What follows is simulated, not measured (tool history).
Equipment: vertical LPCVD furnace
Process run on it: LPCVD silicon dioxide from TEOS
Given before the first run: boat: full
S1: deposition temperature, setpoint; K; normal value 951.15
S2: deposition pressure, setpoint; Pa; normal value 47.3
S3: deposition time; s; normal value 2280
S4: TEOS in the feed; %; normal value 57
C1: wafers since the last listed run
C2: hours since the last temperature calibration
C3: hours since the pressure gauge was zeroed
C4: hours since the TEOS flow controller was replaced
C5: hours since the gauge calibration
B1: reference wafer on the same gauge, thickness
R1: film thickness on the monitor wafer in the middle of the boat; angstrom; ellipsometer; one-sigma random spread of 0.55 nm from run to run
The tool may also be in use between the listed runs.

run	day	S1	S2	S3	S4	C1	C2	C3	C4	C5	B1	R1
1	0	947.15	47.3	2280	57	0	3252.5	4427.2	2941.4	118.2	177.04	1729.5
2	0.625	947.15	47.3	2280	57	191	3267.5	4442.2	2956.4	133.2	176.94	1730.1
3	1.596	947.15	47.3	2280	57	298	3290.8	4465.5	2979.7	156.5	177.08	1719.4
4	5.338	948.15	47.3	2280	57	1149	3380.6	4555.3	3069.5	246.3	176.87	1779
5	6.621	948.15	47.3	2280	57	394	3411.4	4586.1	3100.3	277.1	177.04	1791.3
6	7.738	951.15	47.3	2280	51	343	3438.2	4612.9	3127.1	303.9	177	1810.1
7	9.062	951.15	47.3	2280	57	406	3470	4644.7	3158.9	335.7	177.08	1915.9
8	10.325	951.15	47.3	2280	57	387	3500.3	4675	3189.2	366	177.06	1922.6
# day 11.646: pressure gauge zeroed
9	11.667	951.15	47.3	1710	66	104	3532.5	0.5	3221.4	398.2	177.09	1547.8
10	11.875	951.15	47.3	2280	57	63	3537.5	5.5	3226.4	403.2	177	1918.2
11	12.925	951.15	47.3	2280	57	322	3562.7	30.7	3251.6	428.4	176.96	1915.1
12	13.879	951.15	47.3	2280	57	293	3585.6	53.6	3274.5	451.3	176.93	1931.4
13	15.117	951.15	47.3	2280	57	380	3615.3	83.3	3304.2	481	176.93	1929
14	15.662	940.15	55.3	2280	49	167	3628.4	96.4	3317.3	494.1	176.95	1470.6
15	16.925	951.15	39.3	2880	57	387	3658.7	126.7	3347.6	524.4	177.02	2212.2
16	17.533	951.15	47.3	2280	57	186	3673.3	141.3	3362.2	539	176.92	1931.4
17	18.179	962.15	47.3	1530	47	198	3688.8	156.8	3377.7	554.5	177.17	1531.9
# day 18.212: gauge calibrated
18	18.692	946.15	40.7	2910	63	157	3701.1	169.1	3390	11.5	176.93	2128.4
19	19.967	951.15	50.7	2280	49	391	3731.7	199.7	3420.6	42.1	176.94	1864.2
# day 21.121: TEOS flow controller replaced
# day 21.333: thermocouples replaced and temperature profile calibrated
20	21.354	951.15	47.3	2280	57	52	0.5	233	5.6	75.4	176.94	1770.6
21	21.783	947.15	56	2280	57	131	10.8	243.3	15.9	85.7	176.93	1745.4
22	22.475	951.15	47.3	1620	62	212	27.4	259.9	32.5	102.3	177.09	1312.4
23	23.821	951.15	47.3	2280	57	413	59.7	292.2	64.8	134.6	176.89	1772.7
24	24.662	951.15	58.7	2280	65	258	79.9	312.4	85	154.8	176.97	2103.6
25	25.517	956.15	52.7	1590	62	262	100.4	332.9	105.5	175.3	176.96	1525.9
26	26.833	951.15	54	2280	61	404	132	364.5	137.1	206.9	176.98	1956.8
27	28.275	951.15	47.3	2280	57	442	166.6	399.1	171.7	241.5	176.96	1768.6

Consider 4 possible next runs. They are alternatives, not a sequence: every one starts from the tool as it was left by run 27. What does each give?
A	28.483	951.15	47.3	3060	57	63	171.6	404.1	176.7	246.5	?	?
B	28.483	951.15	40	2280	57	63	171.6	404.1	176.7	246.5	?	?
C	28.483	951.15	52	2280	57	63	171.6	404.1	176.7	246.5	?	?
D	28.483	951.15	47.3	2880	57	63	171.6	404.1	176.7	246.5	?	?

run	B1	R1
A	177.01	2393.7
B	177.01	1639.6
C	177.01	1869.4
D	177.01	2252.9
The same runs, with their run-to-run variation unchanged, on a tool lacking any hidden condition would have given:
run	R1
A	2391.5
B	1638.1
C	1867.7
D	2250.9
